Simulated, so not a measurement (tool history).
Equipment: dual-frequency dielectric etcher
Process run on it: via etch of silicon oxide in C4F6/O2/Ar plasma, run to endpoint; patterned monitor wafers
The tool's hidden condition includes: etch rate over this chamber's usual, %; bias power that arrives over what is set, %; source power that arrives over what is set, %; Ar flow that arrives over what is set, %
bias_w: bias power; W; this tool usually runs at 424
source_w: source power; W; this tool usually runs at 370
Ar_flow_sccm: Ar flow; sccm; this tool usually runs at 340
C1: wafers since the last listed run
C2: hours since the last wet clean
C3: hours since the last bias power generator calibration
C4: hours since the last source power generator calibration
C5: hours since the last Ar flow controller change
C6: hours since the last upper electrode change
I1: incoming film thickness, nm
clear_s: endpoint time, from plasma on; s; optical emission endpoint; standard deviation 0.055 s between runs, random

{"run": 1, "hour": 0.0, "bias_w": 424, "source_w": 370, "Ar_flow_sccm": 340, "C1": 0, "C2": 107.8, "C3": 1181.5, "C4": 1446.2, "C5": 4874.9, "C6": 5753.5, "I1": 65.0, "clear_s": 15.1}
{"run": 2, "hour": 67.2, "bias_w": 424, "source_w": 370, "Ar_flow_sccm": 340, "C1": 1382, "C2": 175.0, "C3": 1248.7, "C4": 1513.4, "C5": 4942.1, "C6": 5820.7, "I1": 64.5, "clear_s": 15.0}
{"run": 3, "hour": 121.6, "bias_w": 424, "source_w": 370, "Ar_flow_sccm": 340, "C1": 1118, "C2": 229.4, "C3": 1303.1, "C4": 1567.8, "C5": 4996.5, "C6": 5875.1, "I1": 64.3, "clear_s": 15.1}
{"run": 4, "hour": 161.6, "bias_w": 424, "source_w": 370, "Ar_flow_sccm": 340, "C1": 822, "C2": 269.4, "C3": 1343.1, "C4": 1607.8, "C5": 5036.5, "C6": 5915.1, "I1": 64.5, "clear_s": 15.1}
{"run": 5, "hour": 219.8, "bias_w": 424, "source_w": 370, "Ar_flow_sccm": 340, "C1": 1196, "C2": 327.6, "C3": 1401.3, "C4": 1666.0, "C5": 5094.7, "C6": 5973.3, "I1": 64.9, "clear_s": 15.2}
{"run": 6, "hour": 269.9, "bias_w": 424, "source_w": 370, "Ar_flow_sccm": 303, "C1": 1030, "C2": 377.7, "C3": 1451.4, "C4": 1716.1, "C5": 5144.8, "C6": 6023.4, "I1": 64.8, "clear_s": 14.8}
{"run": 7, "hour": 299.2, "bias_w": 424, "source_w": 370, "Ar_flow_sccm": 340, "C1": 602, "C2": 407.0, "C3": 1480.7, "C4": 1745.4, "C5": 5174.1, "C6": 6052.7, "I1": 64.2, "clear_s": 15.1}
{"hour": 330.8, "done": "wet clean of the chamber"}
{"run": 8, "hour": 332.7, "bias_w": 424, "source_w": 370, "Ar_flow_sccm": 340, "C1": 195, "C2": 1.9, "C3": 1514.2, "C4": 1778.9, "C5": 5207.6, "C6": 6086.2, "I1": 65.0, "clear_s": 14.9}
{"run": 9, "hour": 376.4, "bias_w": 424, "source_w": 370, "Ar_flow_sccm": 340, "C1": 898, "C2": 45.6, "C3": 1557.9, "C4": 1822.6, "C5": 5251.3, "C6": 6129.9, "I1": 64.8, "clear_s": 14.9}
{"hour": 434.8, "done": "source power generator calibrated"}
{"run": 10, "hour": 478.7, "bias_w": 424, "source_w": 370, "Ar_flow_sccm": 340, "C1": 2021, "C2": 147.9, "C3": 1660.2, "C4": 43.9, "C5": 5353.6, "C6": 6232.2, "I1": 65.1, "clear_s": 15.0}
{"hour": 498.9, "done": "bias power generator calibrated"}
{"run": 11, "hour": 533.2, "bias_w": 424, "source_w": 370, "Ar_flow_sccm": 340, "C1": 1038, "C2": 202.4, "C3": 34.3, "C4": 98.4, "C5": 5408.1, "C6": 6286.7, "I1": 64.9, "clear_s": 15.3}
{"run": 12, "hour": 575.2, "bias_w": 424, "source_w": 370, "Ar_flow_sccm": 340, "C1": 863, "C2": 244.4, "C3": 76.3, "C4": 140.4, "C5": 5450.1, "C6": 6328.7, "I1": 64.0, "clear_s": 15.1}
{"hour": 614.6, "done": "Ar flow controller replaced"}
{"run": 13, "hour": 628.5, "bias_w": 467, "source_w": 370, "Ar_flow_sccm": 340, "C1": 972, "C2": 297.7, "C3": 129.6, "C4": 193.7, "C5": 13.9, "C6": 6382.0, "I1": 64.4, "clear_s": 14.4}
{"hour": 686.4, "done": "wet clean of the chamber"}
{"run": 14, "hour": 686.9, "bias_w": 424, "source_w": 370, "Ar_flow_sccm": 340, "C1": 707, "C2": 0.5, "C3": 188.0, "C4": 252.1, "C5": 72.3, "C6": 6440.4, "I1": 64.6, "clear_s": 15.0}
{"run": 15, "hour": 699.8, "bias_w": 424, "source_w": 370, "Ar_flow_sccm": 340, "C1": 265, "C2": 13.4, "C3": 200.9, "C4": 265.0, "C5": 85.2, "C6": 6453.3, "I1": 65.0, "clear_s": 15.2}
{"run": 16, "hour": 730.6, "bias_w": 394, "source_w": 370, "Ar_flow_sccm": 340, "C1": 633, "C2": 44.2, "C3": 231.7, "C4": 295.8, "C5": 116.0, "C6": 6484.1, "I1": 64.7, "clear_s": 15.8}
{"run": 17, "hour": 784.9, "bias_w": 483, "source_w": 460, "Ar_flow_sccm": 390, "C1": 1116, "C2": 98.5, "C3": 286.0, "C4": 350.1, "C5": 170.3, "C6": 6538.4, "I1": 64.3, "clear_s": 12.9}
{"run": 18, "hour": 810.1, "bias_w": 424, "source_w": 370, "Ar_flow_sccm": 340, "C1": 518, "C2": 123.7, "C3": 311.2, "C4": 375.3, "C5": 195.5, "C6": 6563.6, "I1": 64.8, "clear_s": 15.3}
{"run": 19, "hour": 838.2, "bias_w": 468, "source_w": 300, "Ar_flow_sccm": 366, "C1": 577, "C2": 151.8, "C3": 339.3, "C4": 403.4, "C5": 223.6, "C6": 6591.7, "I1": 64.4, "clear_s": 16.1}
{"hour": 887.4, "done": "upper electrode replaced"}
{"run": 20, "hour": 887.9, "bias_w": 424, "source_w": 370, "Ar_flow_sccm": 340, "C1": 528, "C2": 201.5, "C3": 389.0, "C4": 453.1, "C5": 273.3, "C6": 0.5, "I1": 64.8, "clear_s": 15.3}
{"run": 21, "hour": 930.7, "bias_w": 387, "source_w": 350, "Ar_flow_sccm": 262, "C1": 880, "C2": 244.3, "C3": 431.8, "C4": 495.9, "C5": 316.1, "C6": 43.3, "I1": 65.1, "clear_s": 15.9}
{"run": 22, "hour": 961.0, "bias_w": 424, "source_w": 330, "Ar_flow_sccm": 297, "C1": 623, "C2": 274.6, "C3": 462.1, "C4": 526.2, "C5": 346.4, "C6": 73.6, "I1": 64.7, "clear_s": 15.8}
{"run": 23, "hour": 995.0, "bias_w": 424, "source_w": 370, "Ar_flow_sccm": 311, "C1": 699, "C2": 308.6, "C3": 496.1, "C4": 560.2, "C5": 380.4, "C6": 107.6, "I1": 65.1, "clear_s": 15.0}
{"run": 24, "hour": 1026.4, "bias_w": 364, "source_w": 410, "Ar_flow_sccm": 364, "C1": 645, "C2": 340.0, "C3": 527.5, "C4": 591.6, "C5": 411.8, "C6": 139.0, "I1": 65.0, "clear_s": 16.1}
{"run": 25, "hour": 1090.9, "bias_w": 481, "source_w": 430, "Ar_flow_sccm": 418, "C1": 1326, "C2": 404.5, "C3": 592.0, "C4": 656.1, "C5": 476.3, "C6": 203.5, "I1": 65.1, "clear_s": 13.7}
{"hour": 1121.8, "done": "wet clean of the chamber"}
{"run": 26, "hour": 1122.3, "bias_w": 424, "source_w": 370, "Ar_flow_sccm": 340, "C1": 152, "C2": 0.5, "C3": 623.4, "C4": 687.5, "C5": 507.7, "C6": 234.9, "I1": 64.6, "clear_s": 15.0}

Predict each of these 5 candidate next runs independently; none follows another, all start after run 26:
{"run": "A", "hour": 1122.7, "bias_w": 424, "source_w": 370, "Ar_flow_sccm": 340, "C1": 8, "C2": 0.9, "C3": 623.8, "C4": 687.9, "C5": 508.1, "C6": 235.3, "I1": 63.9, "clear_s": "?"}
{"run": "B", "hour": 1122.7, "bias_w": 451, "source_w": 370, "Ar_flow_sccm": 291, "C1": 8, "C2": 0.9, "C3": 623.8, "C4": 687.9, "C5": 508.1, "C6": 235.3, "I1": 63.9, "clear_s": "?"}
{"run": "C", "hour": 1122.7, "bias_w": 340, "source_w": 370, "Ar_flow_sccm": 340, "C1": 8, "C2": 0.9, "C3": 623.8, "C4": 687.9, "C5": 508.1, "C6": 235.3, "I1": 63.9, "clear_s": "?"}
{"run": "D", "hour": 1122.7, "bias_w": 494, "source_w": 440, "Ar_flow_sccm": 383, "C1": 8, "C2": 0.9, "C3": 623.8, "C4": 687.9, "C5": 508.1, "C6": 235.3, "I1": 63.9, "clear_s": "?"}
{"run": "E", "hour": 1122.7, "bias_w": 344, "source_w": 300, "Ar_flow_sccm": 394, "C1": 8, "C2": 0.9, "C3": 623.8, "C4": 687.9, "C5": 508.1, "C6": 235.3, "I1": 63.9, "clear_s": "?"}

run=A clear_s=14.8
run=B clear_s=13.9
run=C clear_s=17.0
run=D clear_s=12.7
run=E clear_s=19.3
What these runs would have given with no unlogged condition in the tool:
run=A clear_s=15.0
run=B clear_s=14.1
run=C clear_s=17.2
run=D clear_s=12.9
run=E clear_s=19.5

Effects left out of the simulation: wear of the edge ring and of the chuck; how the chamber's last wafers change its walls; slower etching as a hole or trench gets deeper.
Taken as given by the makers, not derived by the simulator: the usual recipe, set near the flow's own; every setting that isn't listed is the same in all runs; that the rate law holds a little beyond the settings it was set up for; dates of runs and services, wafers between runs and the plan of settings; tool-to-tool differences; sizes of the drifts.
